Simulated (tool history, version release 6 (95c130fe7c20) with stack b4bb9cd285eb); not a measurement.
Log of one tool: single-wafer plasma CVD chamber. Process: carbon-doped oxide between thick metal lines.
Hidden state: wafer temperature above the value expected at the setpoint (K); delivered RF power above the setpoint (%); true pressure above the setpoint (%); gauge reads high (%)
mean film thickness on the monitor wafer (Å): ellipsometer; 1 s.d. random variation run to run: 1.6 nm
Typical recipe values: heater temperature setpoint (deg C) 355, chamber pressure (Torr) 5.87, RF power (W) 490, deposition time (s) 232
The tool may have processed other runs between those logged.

| run | day | heater temperature setpoint (deg C) | chamber pressure (Torr) | RF power (W) | deposition time (s) | wafers since the last listed run | hours since the last thermocouple change | hours since the last RF generator calibration | hours since the last manometer calibration | hours since the showerhead was replaced | hours since the gauge calibration | read-back reference wafer on the same gauge, thickness_nm | mean film thickness on the monitor wafer (Å) |
|---|---|---|---|---|---|---|---|---|---|---|---|---|---|
| 1 | 0.000 | 355 | 5.87 | 490 | 232 | 0 | 1302.5 | 2012.0 | 1637.9 | 4030.7 | 175.3 | 1009.909 | 10466.80 |
| 2 | 0.375 | 355 | 5.87 | 490 | 232 | 96 | 1311.5 | 2021.0 | 1646.9 | 4039.7 | 184.3 | 1009.983 | 10444.77 |
| 3 | 0.767 | 355 | 5.87 | 490 | 232 | 100 | 1320.9 | 2030.4 | 1656.3 | 4049.1 | 193.7 | 1009.984 | 10433.90 |
| 4 | 1.492 | 355 | 5.25 | 490 | 232 | 186 | 1338.3 | 2047.8 | 1673.7 | 4066.5 | 211.1 | 1010.039 | 10252.09 |
| 5 | 1.871 | 355 | 5.25 | 490 | 232 | 97 | 1347.4 | 2056.9 | 1682.8 | 4075.6 | 220.2 | 1010.124 | 10261.88 |
| 6 | 2.417 | 355 | 5.87 | 490 | 232 | 140 | 1360.5 | 2070.0 | 1695.9 | 4088.7 | 233.3 | 1010.568 | 10457.51 |
| 7 | 2.971 | 355 | 5.87 | 490 | 232 | 142 | 1373.8 | 2083.3 | 1709.2 | 4102.0 | 246.6 | 1009.751 | 10464.93 |
| 8 | 3.412 | 344 | 5.87 | 525 | 232 | 113 | 1384.4 | 2093.9 | 1719.8 | 4112.6 | 257.2 | 1009.572 | 11213.69 |
|  | 4.142 | capacitance manometer re-zeroed and calibrated |
| 9 | 4.162 | 344 | 5.87 | 525 | 232 | 107 | 1402.4 | 2111.9 | 0.5 | 4130.6 | 275.2 | 1010.386 | 11199.55 |
|  | 4.875 | RF generator calibrated |
| 10 | 4.896 | 355 | 5.87 | 490 | 232 | 102 | 1420.0 | 0.5 | 18.1 | 4148.2 | 292.8 | 1009.777 | 10931.97 |
| 11 | 5.283 | 355 | 6.73 | 490 | 232 | 99 | 1429.3 | 9.8 | 27.4 | 4157.5 | 302.1 | 1009.981 | 11102.49 |
| 12 | 5.654 | 355 | 5.87 | 490 | 232 | 95 | 1438.2 | 18.7 | 36.3 | 4166.4 | 311.0 | 1009.680 | 10924.11 |
| 13 | 6.154 | 355 | 5.87 | 585 | 232 | 128 | 1450.2 | 30.7 | 48.3 | 4178.4 | 323.0 | 1009.728 | 12002.24 |
| 14 | 6.688 | 346 | 5.87 | 490 | 266 | 137 | 1463.0 | 43.5 | 61.1 | 4191.2 | 335.8 | 1010.437 | 12811.66 |
|  | 6.833 | gauge calibrated |
| 15 | 8.329 | 355 | 5.87 | 490 | 249 | 422 | 1502.4 | 82.9 | 100.5 | 4230.6 | 35.9 | 1010.144 | 11694.69 |
|  | 9.092 | showerhead replaced |
| 16 | 9.112 | 370 | 4.55 | 560 | 232 | 115 | 1521.2 | 101.7 | 119.3 | 0.5 | 54.7 | 1009.998 | 10725.66 |
| 17 | 9.371 | 349 | 5.87 | 490 | 232 | 66 | 1527.4 | 107.9 | 125.5 | 6.7 | 60.9 | 1010.031 | 11046.68 |
|  | 10.133 | thermocouple changed; heater temperature recalibrated |
| 18 | 10.154 | 355 | 5.87 | 490 | 261 | 115 | 0.5 | 126.7 | 144.3 | 25.5 | 79.7 | 1009.877 | 12150.38 |
| 19 | 10.200 | 355 | 5.87 | 490 | 232 | 11 | 1.6 | 127.8 | 145.4 | 26.6 | 80.8 | 1009.847 | 10837.42 |
| 20 | 12.121 | 355 | 5.87 | 490 | 232 | 493 | 47.7 | 173.9 | 191.5 | 72.7 | 126.9 | 1010.041 | 10825.59 |
| 21 | 12.583 | 355 | 4.86 | 420 | 198 | 118 | 58.8 | 185.0 | 202.6 | 83.8 | 138.0 | 1010.121 | 8124.08 |
| 22 | 13.054 | 346 | 5.87 | 490 | 266 | 121 | 70.1 | 196.3 | 213.9 | 95.1 | 149.3 | 1010.314 | 12692.84 |

Here are 3 independent what-if runs from the current tool condition. What would each one return?
| A | 13.075 | 355 | 6.40 | 490 | 232 | 5 | 70.6 | 196.8 | 214.4 | 95.6 | 149.8 | ? | ? |
| B | 13.075 | 361 | 5.87 | 490 | 232 | 5 | 70.6 | 196.8 | 214.4 | 95.6 | 149.8 | ? | ? |
| C | 13.075 | 355 | 5.05 | 395 | 232 | 5 | 70.6 | 196.8 | 214.4 | 95.6 | 149.8 | ? | ? |

| run | read-back reference wafer on the same gauge, thickness_nm | mean film thickness on the monitor wafer (Å) |
|---|---|---|
| A | 1010.194 | 10959.94 |
| B | 1010.194 | 10653.79 |
| C | 1010.194 | 9280.71 |
With the hidden condition removed and each run's random variation left untouched, the same runs would have given:
| run | mean film thickness on the monitor wafer (Å) |
|---|---|
| A | 11144.13 |
| B | 10832.84 |
| C | 9461.96 |
